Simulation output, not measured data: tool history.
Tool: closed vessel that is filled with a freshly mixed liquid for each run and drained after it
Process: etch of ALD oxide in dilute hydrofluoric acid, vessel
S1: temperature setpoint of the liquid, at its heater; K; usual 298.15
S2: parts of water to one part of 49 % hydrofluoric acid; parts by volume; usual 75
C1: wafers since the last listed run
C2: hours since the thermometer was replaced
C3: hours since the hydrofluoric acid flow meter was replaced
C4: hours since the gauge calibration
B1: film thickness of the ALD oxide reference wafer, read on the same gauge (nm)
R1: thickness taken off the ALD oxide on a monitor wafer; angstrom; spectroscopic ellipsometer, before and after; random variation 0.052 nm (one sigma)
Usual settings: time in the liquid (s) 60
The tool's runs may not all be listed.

run 1 hour=0 | S1=298.15 S2=75 time_in_the_liquid_(s)=60 | C1=0 C2=1018.7 C3=1692 C4=496 | B1=50.03 | R1=85.1
-- hour=101.6 gauge calibrated
run 2 hour=110.6 | S1=298.15 S2=75 time_in_the_liquid_(s)=60 | C1=7890 C2=1129.3 C3=1802.6 C4=9 | B1=50.04 | R1=84.4
run 3 hour=161.2 | S1=298.15 S2=75 time_in_the_liquid_(s)=60 | C1=3610 C2=1179.9 C3=1853.2 C4=59.6 | B1=50.02 | R1=85.9
run 4 hour=198.2 | S1=298.15 S2=75 time_in_the_liquid_(s)=60 | C1=2639 C2=1216.9 C3=1890.2 C4=96.6 | B1=50.05 | R1=84.6
run 5 hour=230.3 | S1=298.15 S2=75 time_in_the_liquid_(s)=60 | C1=2290 C2=1249 C3=1922.3 C4=128.7 | B1=49.99 | R1=83.8
run 6 hour=296.2 | S1=297.15 S2=75 time_in_the_liquid_(s)=60 | C1=4701 C2=1314.9 C3=1988.2 C4=194.6 | B1=50.02 | R1=81.6
run 7 hour=366.4 | S1=297.15 S2=75 time_in_the_liquid_(s)=60 | C1=5008 C2=1385.1 C3=2058.4 C4=264.8 | B1=50.02 | R1=81.1
run 8 hour=429.1 | S1=297.15 S2=75 time_in_the_liquid_(s)=60 | C1=4473 C2=1447.8 C3=2121.1 C4=327.5 | B1=49.97 | R1=81.1
run 9 hour=455.1 | S1=300.15 S2=75 time_in_the_liquid_(s)=60 | C1=1854 C2=1473.8 C3=2147.1 C4=353.5 | B1=50.05 | R1=90.5
run 10 hour=508.3 | S1=298.15 S2=75 time_in_the_liquid_(s)=60 | C1=3795 C2=1527 C3=2200.3 C4=406.7 | B1=50.01 | R1=84.6
run 11 hour=550.8 | S1=298.15 S2=40 time_in_the_liquid_(s)=40 | C1=3032 C2=1569.5 C3=2242.8 C4=449.2 | B1=50 | R1=111
run 12 hour=576.4 | S1=298.15 S2=75 time_in_the_liquid_(s)=95 | C1=1826 C2=1595.1 C3=2268.4 C4=474.8 | B1=50.01 | R1=135
-- hour=634.8 gauge calibrated
-- hour=639.5 thermometer replaced
run 13 hour=748.4 | S1=302.15 S2=115 time_in_the_liquid_(s)=85 | C1=12199 C2=108.9 C3=2440.4 C4=113.6 | B1=49.96 | R1=87.1
-- hour=770.9 hydrofluoric acid flow meter replaced
run 14 hour=812.2 | S1=298.15 S2=75 time_in_the_liquid_(s)=60 | C1=4480 C2=172.7 C3=41.3 C4=177.4 | B1=50 | R1=83.6
run 15 hour=881.2 | S1=296.65 S2=110 time_in_the_liquid_(s)=60 | C1=4922 C2=241.7 C3=110.3 C4=246.4 | B1=50.02 | R1=51.6
run 16 hour=950.7 | S1=299.65 S2=45 time_in_the_liquid_(s)=70 | C1=4958 C2=311.2 C3=179.8 C4=315.9 | B1=50.03 | R1=184.9

Run 17 comes next. What will it give?
run 17 hour=995.5 | S1=300.65 S2=100 time_in_the_liquid_(s)=40 | C1=3196 C2=356 C3=224.6 C4=360.7 | B1=? | R1=?

Run 17 gave B1 49.98, R1 44.8 angstrom.
Without the tool's hidden state the same run would have given R1 44.8 angstrom.

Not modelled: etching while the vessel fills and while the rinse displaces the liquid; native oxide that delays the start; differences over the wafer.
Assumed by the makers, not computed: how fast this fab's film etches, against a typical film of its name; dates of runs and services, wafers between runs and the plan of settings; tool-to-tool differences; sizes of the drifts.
